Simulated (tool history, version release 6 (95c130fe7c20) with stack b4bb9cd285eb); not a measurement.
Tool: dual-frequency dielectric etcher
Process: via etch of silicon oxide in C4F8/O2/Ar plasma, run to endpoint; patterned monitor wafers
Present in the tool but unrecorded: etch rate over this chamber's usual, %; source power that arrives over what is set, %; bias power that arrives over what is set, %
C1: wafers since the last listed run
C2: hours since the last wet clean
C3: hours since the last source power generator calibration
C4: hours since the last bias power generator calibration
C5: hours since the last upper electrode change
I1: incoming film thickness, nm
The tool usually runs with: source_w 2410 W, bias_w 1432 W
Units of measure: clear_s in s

run 1 day=0 | source_w=2410 bias_w=1432 | C1=0 C2=207.6 C3=4521.4 C4=3210.7 C5=1810.6 | I1=1672.2 | clear_s=365.8
run 2 day=1.175 | source_w=2410 bias_w=1432 | C1=96 C2=235.8 C3=4549.6 C4=3238.9 C5=1838.8 | I1=1668.5 | clear_s=366.3
run 3 day=2.758 | source_w=2410 bias_w=1347 | C1=130 C2=273.8 C3=4587.6 C4=3276.9 C5=1876.8 | I1=1662 | clear_s=375.5
run 4 day=4.062 | source_w=2410 bias_w=1347 | C1=107 C2=305.1 C3=4618.9 C4=3308.2 C5=1908.1 | I1=1669.5 | clear_s=374.9
run 5 day=5.812 | source_w=2410 bias_w=1432 | C1=144 C2=347.1 C3=4660.9 C4=3350.2 C5=1950.1 | I1=1678.9 | clear_s=374.2
-- day=7.438 wet clean of the chamber
run 6 day=7.458 | source_w=2410 bias_w=1432 | C1=53 C2=0.5 C3=4700.4 C4=3389.7 C5=1989.6 | I1=1670.5 | clear_s=362.2
run 7 day=8.583 | source_w=2410 bias_w=1692 | C1=92 C2=27.5 C3=4727.4 C4=3416.7 C5=2016.6 | I1=1662.3 | clear_s=342.3
run 8 day=10.588 | source_w=2720 bias_w=1722 | C1=165 C2=75.6 C3=4775.5 C4=3464.8 C5=2064.7 | I1=1672.4 | clear_s=337.2
-- day=11.067 bias power generator calibrated
-- day=12.254 source power generator calibrated
run 9 day=12.762 | source_w=2410 bias_w=1709 | C1=151 C2=127.8 C3=12.2 C4=40.7 C5=2116.9 | I1=1642.4 | clear_s=336.3
run 10 day=15.038 | source_w=2830 bias_w=1723 | C1=187 C2=182.4 C3=66.8 C4=95.3 C5=2171.5 | I1=1658.6 | clear_s=327.6
-- day=17.579 upper electrode replaced
run 11 day=17.6 | source_w=2570 bias_w=1632 | C1=128 C2=243.9 C3=128.3 C4=156.8 C5=0.5 | I1=1665.9 | clear_s=346.7

The next listed run, before its measurement:
run 12 day=19.579 | source_w=1940 bias_w=1673 | C1=163 C2=291.4 C3=175.8 C4=204.3 C5=48 | I1=1675.3 | clear_s=?

clear_s: 375.4 s
Take away the tool's hidden state, keep the run-to-run variation as it was, and the same run would have given clear_s 364.4 s.

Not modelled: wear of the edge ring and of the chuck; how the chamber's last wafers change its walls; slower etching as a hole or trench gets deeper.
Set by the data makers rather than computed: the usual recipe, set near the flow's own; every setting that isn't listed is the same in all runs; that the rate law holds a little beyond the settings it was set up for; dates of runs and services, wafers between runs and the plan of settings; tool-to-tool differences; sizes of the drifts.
